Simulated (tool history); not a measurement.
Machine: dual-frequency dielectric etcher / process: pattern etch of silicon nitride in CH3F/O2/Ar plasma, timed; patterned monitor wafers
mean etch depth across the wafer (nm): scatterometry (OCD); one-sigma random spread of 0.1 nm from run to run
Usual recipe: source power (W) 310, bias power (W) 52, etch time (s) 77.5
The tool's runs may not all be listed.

run,hour,source power (W),bias power (W),etch time (s),wafers since the last listed run,hours since the last wet clean,hours since the last source power generator calibration,hours since the last bias power generator calibration,hours since the last upper electrode change,hours since the gauge calibration,"read-back reference wafer on the same gauge, depth_nm",mean etch depth across the wafer (nm)
1,0,310,44,77.5,0,74.2,3711.4,1659.2,4274,29.7,37.61,43.09
2,17.1,310,52,77.5,225,91.3,3728.5,1676.3,4291.1,46.8,37.6,44.37
3,41.4,310,52,77.5,320,115.6,3752.8,1700.6,4315.4,71.1,37.59,44.65
4,66.5,310,52,77.5,330,140.7,3777.9,1725.7,4340.5,96.2,37.55,44.43
5,120.2,310,52,77.5,707,194.4,3831.6,1779.4,4394.2,149.9,37.64,44.56
# hour 135.6: source power generator calibrated
6,136.1,310,57,77.5,156,210.3,0.5,1795.3,4410.1,165.8,37.56,44.99
7,148.8,310,57,77.5,167,223,13.2,1808,4422.8,178.5,37.59,45.21
8,170.5,310,52,77.5,286,244.7,34.9,1829.7,4444.5,200.2,37.57,44.67
# hour 180.5: bias power generator calibrated
9,204.7,310,52,77.5,398,278.9,69.1,24.2,4478.7,234.4,37.54,44.34
10,218.5,390,40,94.5,181,292.7,82.9,38,4492.5,248.2,37.64,57.42
11,247.6,340,64,77.5,383,321.8,112,67.1,4521.6,277.3,37.66,47.96
# hour 256.8: gauge calibrated
12,268.6,310,52,77.5,276,342.8,133,88.1,4542.6,11.8,37.62,44.33
13,283.8,280,62,96.5,200,358,148.2,103.3,4557.8,27,37.63,54.52
# hour 308.6: upper electrode replaced
# hour 330.5: wet clean of the chamber
14,331,360,52,58,17,0.5,195.4,150.5,22.4,74.2,37.56,35.37
15,348.6,310,52,77.5,232,18.1,213,168.1,40,91.8,37.66,44.4
16,376.8,310,52,77.5,371,46.3,241.2,196.3,68.2,120,37.6,44.6
17,412.7,340,59,91,473,82.2,277.1,232.2,104.1,155.9,37.62,55.52
18,427.6,350,52,87,196,97.1,292,247.1,119,170.8,37.57,52.62

Below are 3 alternative next runs, each starting from the tool's condition after run 18. Predict each:
A,428,310,52,77.5,5,97.5,292.4,247.5,119.4,171.2,?,?
B,428,270,47,77.5,5,97.5,292.4,247.5,119.4,171.2,?,?
C,428,350,52,57.5,5,97.5,292.4,247.5,119.4,171.2,?,?

run,"read-back reference wafer on the same gauge, depth_nm",mean etch depth across the wafer (nm)
A,37.56,44.41
B,37.56,41.07
C,37.56,34.72
Without the tool's hidden state the same runs would have given:
run,mean etch depth across the wafer (nm)
A,44.41
B,41.07
C,34.72
